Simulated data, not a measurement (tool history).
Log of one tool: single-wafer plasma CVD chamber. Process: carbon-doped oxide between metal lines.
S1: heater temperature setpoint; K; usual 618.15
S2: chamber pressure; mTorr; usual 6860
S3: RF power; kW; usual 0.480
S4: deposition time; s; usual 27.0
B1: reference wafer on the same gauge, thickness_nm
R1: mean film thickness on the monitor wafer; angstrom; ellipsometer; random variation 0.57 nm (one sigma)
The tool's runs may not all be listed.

run     day      S1    S2     S3    S4       B1       R1
  1   0.000  618.15  7990  0.410  27.0  129.186  1318.98
      2.500  -- capacitance manometer re-zeroed and calibrated
  2   2.521  618.15  7990  0.410  27.0  128.935  1323.58
  3   4.688  618.15  6860  0.480  27.0  128.977  1430.34
  4   8.596  618.15  6860  0.480  27.0  129.250  1423.94
  5  12.812  618.15  6860  0.550  27.0  128.952  1523.36
  6  22.650  618.15  6860  0.550  27.0  128.914  1539.10
  7  26.371  618.15  6860  0.550  27.0  129.023  1525.95
  8  30.321  618.15  6860  0.480  27.0  129.024  1440.15
  9  33.062  618.15  6860  0.480  27.0  129.183  1434.60
     35.212  -- thermocouple changed; heater temperature recalibrated
 10  36.200  618.15  6860  0.480  27.0  128.861  1411.77
     43.492  -- showerhead replaced, of another model than before
 11  43.633  618.15  6860  0.480  27.0  129.212  1415.07
 12  46.142  618.15  6860  0.480  27.0  128.986  1414.58
 13  49.958  618.15  5770  0.525  27.0  128.997  1447.27
 14  52.412  618.15  6860  0.480  27.0  129.144  1409.57
     54.358  -- RF generator calibrated
 15  55.162  622.15  6860  0.540  27.0  129.134  1439.76
 16  62.925  604.15  6860  0.450  27.0  129.049  1462.34
 17  65.929  613.15  6860  0.480  23.1  128.938  1235.94
 18  67.892  632.15  5220  0.505  28.6  128.827  1433.28

The next listed run, before its measurement:
     70.738  -- gauge calibrated
 19  70.779  630.15  6860  0.480  23.3   ?   ?

{"run 19": {"B1": 129.162, "R1": 1189.09}}
Without the tool's hidden state the same run would have given R1 1182.41 angstrom.
